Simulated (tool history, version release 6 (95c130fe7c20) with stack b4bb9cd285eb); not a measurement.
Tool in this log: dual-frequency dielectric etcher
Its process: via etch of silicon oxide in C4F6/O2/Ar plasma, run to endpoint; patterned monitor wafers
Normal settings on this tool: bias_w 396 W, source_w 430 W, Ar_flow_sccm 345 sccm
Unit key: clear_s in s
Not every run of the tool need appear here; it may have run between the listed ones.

run    hour  bias_w  source_w  Ar_flow_sccm  incoming incoming film thickness, nm  clear_s
  1       0     396       430           345                                 158.7     41.6
  2      75     396       430           345                                 160.1     41.7
  3   173.9     396       450           345                                 159.8     41.4
  4   253.6     396       450           345                                 159.6     41.6
  5   297.8     396       430           345                                 160.9     42.2
  6   353.4     324       430           345                                 160.7     46.3
  7   565.3     339       360           345                                 160.1     47.6
  8   647.1     444       520           345                                 159.5     36.6
  9   739.2     322       340           278                                 159.4     46.9
 10   808.3     424       390           399                                 159.1     41.3
 11   911.4     396       400           345                                 158.2     41.6
 12  1003.9     396       430           345                                 160.2     41.2
 13  1094.8     432       430           345                                 160.3     39.5
 14  1147.2     396       480           345                                 160.4     39.9
 15  1205.7     437       520           318                                 160.6     36.8
 16  1304.3     396       380           288                                 159.2     41.2
 17  1399.5     396       460           345                                 161.2       41
 18  1494.9     396       530           345                                 158.6     38.8
 19  1598.1     396       430           345                                 159.8     41.5
 20  1678.1     396       430           345                                 161.4     41.5
 21  1731.5     300       360           315                                 159.9     49.2
 22  1815.7     475       430           283                                 159.8       37
 23  1854.9     396       470           345                                 158.4     40.1
 24  1894.8     470       470           402                                 160.1     37.9
 25  1982.7     396       430           345                                   161     41.7
 26  2062.5     396       430           345                                   159     41.1
 27    2112     396       430           345                                 160.1     41.7
 28  2177.6     432       430           345                                 160.4     39.8

Missing from the log above: 8 entries noted between runs. For each, name the pair of listed runs it sits between and say how the tool's hidden condition differs from the listed run just before to the listed run just after:
Logged between run 4 and run 5: wet clean of the chamber (hour 297.3)
  bias power that arrives over what is set, %: -5.02 -> -5.03
  the result without the hidden state subtracted from the measured one, clear_s: +1.1 -> +1 s
Logged between run 6 and run 7: Ar flow controller replaced (hour 564.8)
  bias power that arrives over what is set, %: -5.05 -> -5.09
  the result without the hidden state subtracted from the measured one, clear_s: +1.1 -> +1.2 s
Logged between run 7 and run 8: bias power generator calibrated (hour 645.4)
  bias power that arrives over what is set, %: -5.09 -> 0.185
  the result without the hidden state subtracted from the measured one, clear_s: +1.2 -> -0.1 s
Logged between run 8 and run 9: source power generator calibrated (hour 681.1)
  bias power that arrives over what is set, %: 0.185 -> -0.118
  the result without the hidden state subtracted from the measured one, clear_s: -0.1 -> +0 s
Logged between run 10 and run 11: wet clean of the chamber (hour 900.6)
  bias power that arrives over what is set, %: -0.334 -> -0.639
  the result without the hidden state subtracted from the measured one, clear_s: +0 -> +0.2 s
Logged between run 13 and run 14: upper electrode replaced (hour 1121.1)
  bias power that arrives over what is set, %: -1.13 -> -1.26
  the result without the hidden state subtracted from the measured one, clear_s: +0.3 -> +0.3 s
Logged between run 18 and run 19: wet clean of the chamber (hour 1577.2)
  bias power that arrives over what is set, %: -2.03 -> -2.22
  the result without the hidden state subtracted from the measured one, clear_s: +0.4 -> +0.5 s
Logged between run 27 and run 28: wet clean of the chamber (hour 2145.7)
  bias power that arrives over what is set, %: -3.03 -> -3.11
  the result without the hidden state subtracted from the measured one, clear_s: +0.7 -> +0.7 s
